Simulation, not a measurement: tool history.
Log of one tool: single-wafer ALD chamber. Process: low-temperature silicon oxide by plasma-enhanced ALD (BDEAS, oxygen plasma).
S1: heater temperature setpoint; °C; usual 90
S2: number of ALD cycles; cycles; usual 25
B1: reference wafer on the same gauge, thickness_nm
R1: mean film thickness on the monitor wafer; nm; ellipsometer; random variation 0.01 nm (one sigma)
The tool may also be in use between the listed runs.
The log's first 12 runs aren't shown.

| run | hour | S1 | S2 | B1 | R1 |
|---|---|---|---|---|---|
|  | 339.0 | thermocouple changed; heater temperature recalibrated |
| 13 | 339.5 | 90 | 25 | 3.269 | 4.007 |
| 14 | 344.6 | 90 | 25 | 3.271 | 4.002 |
| 15 | 375.9 | 90 | 25 | 3.269 | 4.014 |
| 16 | 402.6 | 90 | 25 | 3.269 | 3.995 |
| 17 | 433.7 | 90 | 29 | 3.268 | 4.655 |
|  | 439.2 | gauge calibrated |
| 18 | 460.3 | 94 | 22 | 3.269 | 3.481 |
| 19 | 481.2 | 97 | 25 | 3.269 | 3.913 |
| 20 | 508.9 | 83 | 27 | 3.273 | 4.457 |
| 21 | 586.8 | 102 | 27 | 3.270 | 4.169 |
| 22 | 614.0 | 90 | 28 | 3.269 | 4.507 |
| 23 | 690.1 | 79 | 24 | 3.273 | 4.028 |
| 24 | 719.7 | 90 | 25 | 3.269 | 4.018 |
| 25 | 754.6 | 90 | 27 | 3.271 | 4.347 |
| 26 | 775.8 | 90 | 25 | 3.270 | 4.037 |
| 27 | 796.1 | 76 | 23 | 3.270 | 3.902 |
| 28 | 815.1 | 79 | 21 | 3.269 | 3.519 |
| 29 | 834.5 | 99 | 26 | 3.271 | 4.055 |
| 30 | 867.5 | 90 | 25 | 3.270 | 4.025 |
| 31 | 897.2 | 90 | 23 | 3.271 | 3.712 |
| 32 | 912.8 | 90 | 25 | 3.271 | 4.036 |
| 33 | 933.2 | 81 | 23 | 3.269 | 3.831 |

Forecast each of these 5 alternatives for the next run:
| A | 933.6 | 90 | 25 | ? | ? |
| B | 933.6 | 100 | 28 | ? | ? |
| C | 933.6 | 96 | 25 | ? | ? |
| D | 933.6 | 78 | 29 | ? | ? |
| E | 933.6 | 85 | 22 | ? | ? |

| run | B1 | R1 |
|---|---|---|
| A | 3.270 | 4.028 |
| B | 3.270 | 4.345 |
| C | 3.270 | 3.939 |
| D | 3.270 | 4.880 |
| E | 3.270 | 3.610 |
Without the tool's hidden state the same runs would have given:
| run | R1 |
|---|---|
| A | 4.021 |
| B | 4.341 |
| C | 3.931 |
| D | 4.872 |
| E | 3.604 |

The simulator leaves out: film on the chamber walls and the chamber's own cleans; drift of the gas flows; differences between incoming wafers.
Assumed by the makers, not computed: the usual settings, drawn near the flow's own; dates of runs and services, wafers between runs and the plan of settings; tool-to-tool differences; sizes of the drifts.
